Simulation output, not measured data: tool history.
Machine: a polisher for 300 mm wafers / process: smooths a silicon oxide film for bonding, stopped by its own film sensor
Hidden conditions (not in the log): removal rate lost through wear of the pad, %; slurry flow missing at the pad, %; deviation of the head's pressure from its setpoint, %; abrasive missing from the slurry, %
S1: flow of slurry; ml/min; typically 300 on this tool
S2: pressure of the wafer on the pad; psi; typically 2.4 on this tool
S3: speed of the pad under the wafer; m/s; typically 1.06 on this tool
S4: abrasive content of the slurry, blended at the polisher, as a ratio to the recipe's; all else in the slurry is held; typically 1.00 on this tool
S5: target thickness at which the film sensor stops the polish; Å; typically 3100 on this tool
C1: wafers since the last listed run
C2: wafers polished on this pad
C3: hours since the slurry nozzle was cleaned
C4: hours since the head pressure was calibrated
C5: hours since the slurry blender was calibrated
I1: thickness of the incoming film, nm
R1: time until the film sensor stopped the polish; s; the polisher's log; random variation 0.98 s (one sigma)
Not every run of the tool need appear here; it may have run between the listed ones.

run	hour	S1	S2	S3	S4	S5	C1	C2	C3	C4	C5	I1	R1
1	0.0	370	2.4	1.06	1.00	3250	0	173	631.5	708.4	138.0	393.5	89.9
2	68.8	300	2.4	1.06	1.00	3100	460	634	700.3	777.2	206.8	390.5	111.5
# hour 116.8: worn pad replaced by a new one
3	136.1	300	2.4	1.06	1.00	3100	424	129	767.6	844.5	274.1	388.4	105.4
4	192.4	300	2.4	1.06	1.00	3100	377	506	823.9	900.8	330.4	384.1	104.1
# hour 221.6: slurry blender recalibrated
# hour 244.5: slurry nozzle cleaned
# hour 252.8: head pressure recalibrated
# hour 266.3: worn pad replaced by a new one
5	266.8	300	2.6	1.06	1.00	3100	438	3	22.3	14.0	45.2	396.9	103.0
6	312.2	300	2.7	1.06	1.00	3100	304	307	67.7	59.4	90.6	390.7	94.8
7	340.9	300	2.7	1.06	1.00	3100	192	499	96.4	88.1	119.3	388.1	94.7
# hour 408.1: worn pad replaced by a new one
8	409.3	300	1.9	1.44	1.25	3190	431	8	164.8	156.5	187.7	390.0	93.3
9	448.8	300	3.1	1.34	0.80	3100	264	272	204.3	196.0	227.2	388.7	79.8
10	515.9	300	2.4	1.06	1.00	3100	449	722	271.4	263.1	294.3	386.2	109.0
# hour 542.2: worn pad replaced by a new one
# hour 561.3: slurry blender recalibrated
11	566.8	300	1.7	1.18	1.25	3100	300	151	322.3	314.0	5.5	393.1	136.3
12	629.9	340	2.4	0.82	1.00	3250	422	574	385.4	377.1	68.6	389.5	98.5
13	690.2	300	2.4	1.06	1.00	3100	404	978	445.7	437.4	128.9	384.1	104.0
# hour 705.2: worn pad replaced by a new one
14	737.3	300	2.4	1.06	1.00	3100	288	215	492.8	484.5	176.0	393.8	111.2

Branching from run 14: 5 alternative next runs. What would each branch give?
A	737.8	375	2.4	1.06	1.00	3100	3	218	493.3	485.0	176.5	390.4	?
B	737.8	260	1.6	1.06	1.10	3000	3	218	493.3	485.0	176.5	390.4	?
C	737.8	235	2.4	1.06	0.85	3100	3	218	493.3	485.0	176.5	390.4	?
D	737.8	300	2.4	1.34	0.75	3100	3	218	493.3	485.0	176.5	390.4	?
E	737.8	300	2.4	1.06	0.85	3100	3	218	493.3	485.0	176.5	390.4	?

run	R1
A	106.9
B	180.4
C	118.7
D	107.4
E	115.5
The same runs, with their run-to-run variation unchanged, on a tool lacking any hidden condition would have given:
run	R1
A	100.2
B	169.3
C	111.0
D	100.2
E	107.9

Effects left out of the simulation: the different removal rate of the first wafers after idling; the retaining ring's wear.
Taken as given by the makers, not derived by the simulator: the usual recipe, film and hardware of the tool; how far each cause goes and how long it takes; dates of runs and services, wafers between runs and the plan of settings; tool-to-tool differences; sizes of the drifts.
